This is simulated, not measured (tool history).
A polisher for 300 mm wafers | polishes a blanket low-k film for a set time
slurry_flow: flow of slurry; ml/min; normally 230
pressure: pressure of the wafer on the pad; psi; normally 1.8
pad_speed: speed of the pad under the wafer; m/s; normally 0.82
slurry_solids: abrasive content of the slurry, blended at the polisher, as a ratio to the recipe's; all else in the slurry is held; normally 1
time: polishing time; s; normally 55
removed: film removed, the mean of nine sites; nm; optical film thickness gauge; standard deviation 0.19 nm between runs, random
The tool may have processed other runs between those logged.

run	day	slurry_flow	pressure	pad_speed	slurry_solids	time	incoming thickness of the incoming film, nm	removed
1	0	230	1.8	0.7	0.8	55	382.6	16.1
# day 1.021: conditioning disc replaced and pad reconditioned
2	2.221	230	1.8	0.82	1	55	380.6	19.2
3	4.696	230	1.8	0.82	1	55	374.6	19.3
4	8.179	230	1.8	0.82	1	55	375.8	19.1
5	10.125	275	1.8	0.96	1.3	55	376.1	24.5
6	11.646	295	1.8	1	1	55	376	22.4
# day 11.896: slurry nozzle cleaned
7	14.654	230	1.8	0.82	1	55	376.9	20.8
# day 14.833: slurry blender recalibrated
8	16.888	230	1.8	0.82	1.1	37	385.2	14.4
9	19.867	230	2.2	0.82	0.85	55	386.6	23.2
# day 21.267: worn pad replaced by a new one
10	23.308	230	2.3	0.82	1.15	61	374.3	30.2
11	26.1	230	1.2	0.56	0.7	70	385.9	11.6
# day 26.479: conditioning disc replaced and pad reconditioned
12	28.608	230	1.8	0.82	1	47	383.6	17.2
13	32.1	305	1.5	0.82	1	70	374.5	22.2
# day 35.525: slurry nozzle cleaned
14	36.233	230	1.8	0.82	1	55	379.4	21.1
15	39.396	260	2	0.9	1	55	377.7	25.1
# day 40.692: slurry blender recalibrated
16	44.188	230	1.8	0.6	1.2	37	376.6	12.3
# day 46.975: worn pad replaced by a new one
# day 48.042: head pressure recalibrated
17	48.479	150	1.8	0.6	1	37	379.4	9.6
18	52.125	230	1.5	0.64	0.9	55	378.7	13.1
# day 52.717: conditioning disc replaced and pad reconditioned
19	55.975	280	2.1	0.82	0.85	62	385.8	24.8
20	57.775	230	1.8	0.56	1	55	385.7	14.8
21	61.1	230	1.8	0.82	1	55	380.8	19
# day 62.517: slurry blender recalibrated
# day 62.704: slurry nozzle cleaned
22	63.221	230	1.8	0.96	1	39	376.7	16.4
23	67.233	310	1.8	0.98	0.7	69	378.7	26.3
24	69.046	230	1.8	0.82	1	55	385.3	20.5
25	72.125	275	1.8	0.96	1.3	55	387.5	25.9

Each run again, without the hidden state but with its own random variation kept:
The tool's hidden condition here consists of: removal rate lost through wear of the pad, %; slurry flow missing at the pad, %; deviation of the head's pressure from its setpoint, %; abrasive missing from the slurry, %; time polished since the conditioner stopped cutting, s.
run	removed
1	16.5
2	19.6
3	19.8
4	19.6
5	24.9
6	22.8
7	20
8	13.9
9	22.4
10	29.4
11	11.3
12	16.9
13	21.8
14	19.8
15	23.6
16	11.7
17	10.2
18	13.6
19	25.4
20	15.4
21	19.9
22	15.7
23	25.2
24	19.7
25	24.9

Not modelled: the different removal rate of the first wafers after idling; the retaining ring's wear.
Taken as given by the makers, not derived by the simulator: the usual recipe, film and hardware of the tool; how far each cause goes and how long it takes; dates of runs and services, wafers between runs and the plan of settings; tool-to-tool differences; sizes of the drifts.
